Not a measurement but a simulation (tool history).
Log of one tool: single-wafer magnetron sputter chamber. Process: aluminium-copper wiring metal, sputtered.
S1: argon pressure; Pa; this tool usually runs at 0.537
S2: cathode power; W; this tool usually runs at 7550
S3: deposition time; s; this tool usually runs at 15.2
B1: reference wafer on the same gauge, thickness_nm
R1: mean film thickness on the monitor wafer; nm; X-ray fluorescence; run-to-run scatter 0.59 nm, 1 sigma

{"run": 1, "hour": 0.0, "S1": 0.537, "S2": 7550, "S3": 15.2, "B1": 201.905, "R1": 179.467}
{"run": 2, "hour": 65.6, "S1": 0.537, "S2": 7550, "S3": 15.2, "B1": 202.069, "R1": 179.522}
{"run": 3, "hour": 134.3, "S1": 0.537, "S2": 7550, "S3": 15.2, "B1": 201.999, "R1": 180.713}
{"hour": 146.6, "done": "sputter target and shields replaced"}
{"run": 4, "hour": 199.7, "S1": 0.537, "S2": 7550, "S3": 15.2, "B1": 201.933, "R1": 179.746}
{"run": 5, "hour": 267.8, "S1": 0.537, "S2": 7550, "S3": 15.2, "B1": 202.044, "R1": 179.699}
{"hour": 306.6, "done": "magnet pack replaced"}
{"run": 6, "hour": 318.9, "S1": 0.537, "S2": 7550, "S3": 15.2, "B1": 201.984, "R1": 178.943}
{"hour": 333.1, "done": "sputter target and shields replaced"}
{"run": 7, "hour": 355.8, "S1": 0.537, "S2": 7550, "S3": 15.2, "B1": 202.021, "R1": 179.181}
{"run": 8, "hour": 384.6, "S1": 0.537, "S2": 7550, "S3": 15.2, "B1": 202.007, "R1": 179.179}
{"run": 9, "hour": 440.6, "S1": 0.537, "S2": 7550, "S3": 15.2, "B1": 201.935, "R1": 179.739}
{"hour": 465.6, "done": "gauge calibrated"}
{"run": 10, "hour": 490.3, "S1": 0.537, "S2": 7550, "S3": 15.2, "B1": 201.943, "R1": 180.443}
{"hour": 517.4, "done": "sputter target and shields replaced"}
{"hour": 517.7, "done": "capacitance manometer re-zeroed and calibrated"}
{"run": 11, "hour": 553.4, "S1": 0.537, "S2": 7550, "S3": 15.2, "B1": 201.886, "R1": 180.007}
{"run": 12, "hour": 608.4, "S1": 0.389, "S2": 6650, "S3": 15.2, "B1": 201.905, "R1": 180.745}
{"run": 13, "hour": 638.9, "S1": 0.537, "S2": 7550, "S3": 13.2, "B1": 202.033, "R1": 156.404}
{"hour": 688.8, "done": "sputter target and shields replaced"}
{"run": 14, "hour": 708.0, "S1": 0.65, "S2": 7550, "S3": 15.2, "B1": 201.916, "R1": 165.771}
{"run": 15, "hour": 743.4, "S1": 0.537, "S2": 7550, "S3": 12.5, "B1": 201.997, "R1": 147.382}
{"run": 16, "hour": 788.7, "S1": 0.644, "S2": 7550, "S3": 16.8, "B1": 201.978, "R1": 184.232}
{"hour": 860.3, "done": "sputter target and shields replaced"}
{"run": 17, "hour": 860.8, "S1": 0.339, "S2": 7550, "S3": 13.1, "B1": 202.039, "R1": 179.025}
{"run": 18, "hour": 919.0, "S1": 0.684, "S2": 6550, "S3": 15.2, "B1": 201.941, "R1": 144.733}
{"run": 19, "hour": 984.8, "S1": 0.714, "S2": 8800, "S3": 12.8, "B1": 201.933, "R1": 151.623}

Here are 3 independent what-if runs from the current tool condition. What would each one return?
{"run": "A", "hour": 985.2, "S1": 0.537, "S2": 7550, "S3": 15.2, "B1": "?", "R1": "?"}
{"run": "B", "hour": 985.2, "S1": 0.675, "S2": 6100, "S3": 13.9, "B1": "?", "R1": "?"}
{"run": "C", "hour": 985.2, "S1": 0.445, "S2": 8850, "S3": 12.7, "B1": "?", "R1": "?"}

run=A B1=202.084 R1=180.265
run=B B1=202.084 R1=126.320
run=C B1=202.084 R1=183.501
The same runs, with their run-to-run variation unchanged, on a tool lacking any hidden condition would have given:
run=A R1=180.265
run=B R1=126.320
run=C R1=183.501
